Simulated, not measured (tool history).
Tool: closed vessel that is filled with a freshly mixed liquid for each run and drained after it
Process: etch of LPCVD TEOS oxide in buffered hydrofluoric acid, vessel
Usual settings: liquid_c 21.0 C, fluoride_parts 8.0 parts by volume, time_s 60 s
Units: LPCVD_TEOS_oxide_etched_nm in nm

run	day	liquid_c	fluoride_parts	time_s	read-back film thickness of the LPCVD TEOS oxide reference wafer, read on the same gauge (nm)	LPCVD_TEOS_oxide_etched_nm
1	0.000	21.0	8.0	60	140.00	223.89
2	1.046	21.0	8.0	60	140.00	222.68
3	1.675	21.0	8.0	60	139.99	224.02
4	2.400	21.0	8.0	60	140.00	223.12
5	3.546	24.5	7.5	60	139.99	290.89
6	4.867	21.0	8.0	85	140.00	316.83
7	6.112	21.0	8.0	85	140.02	317.61
8	6.938	21.0	8.0	85	140.02	318.76
# day 7.346: thermometer replaced
9	7.733	21.0	8.0	60	140.01	203.85
10	8.842	21.0	8.0	60	140.01	203.25
11	9.533	21.0	8.0	60	139.99	204.58
12	10.167	21.0	8.0	60	140.01	203.02
# day 10.342: hydrofluoric acid flow meter replaced
# day 10.396: gauge calibrated
13	11.442	19.5	8.0	35	139.99	110.14
14	12.925	18.5	10.5	80	139.99	186.60
15	13.692	21.0	8.0	60	140.01	203.22
16	14.900	23.5	6.5	60	139.98	290.28
17	16.329	24.0	5.5	80	140.00	460.47
18	17.362	17.0	9.0	80	140.02	193.63
19	18.271	25.5	5.5	85	140.00	531.00
20	19.029	21.0	8.0	80	139.98	275.76
21	19.692	18.0	8.0	60	140.01	175.49
22	21.133	21.0	8.0	80	140.01	275.96
23	21.896	21.0	8.0	60	140.00	206.99
24	23.358	21.0	8.0	60	140.00	207.71

Forecast each of these 4 alternatives for the next run:
A	23.388	21.0	8.0	60	?	?
B	23.388	23.0	7.0	85	?	?
C	23.388	26.0	9.0	75	?	?
D	23.388	21.0	8.0	95	?	?

run	read-back film thickness of the LPCVD TEOS oxide reference wafer, read on the same gauge (nm)	LPCVD_TEOS_oxide_etched_nm
A	140.00	206.00
B	140.00	376.21
C	140.00	297.37
D	140.00	326.17
Without the tool's hidden state the same runs would have given:
run	LPCVD_TEOS_oxide_etched_nm
A	195.66
B	357.57
C	282.90
D	309.79

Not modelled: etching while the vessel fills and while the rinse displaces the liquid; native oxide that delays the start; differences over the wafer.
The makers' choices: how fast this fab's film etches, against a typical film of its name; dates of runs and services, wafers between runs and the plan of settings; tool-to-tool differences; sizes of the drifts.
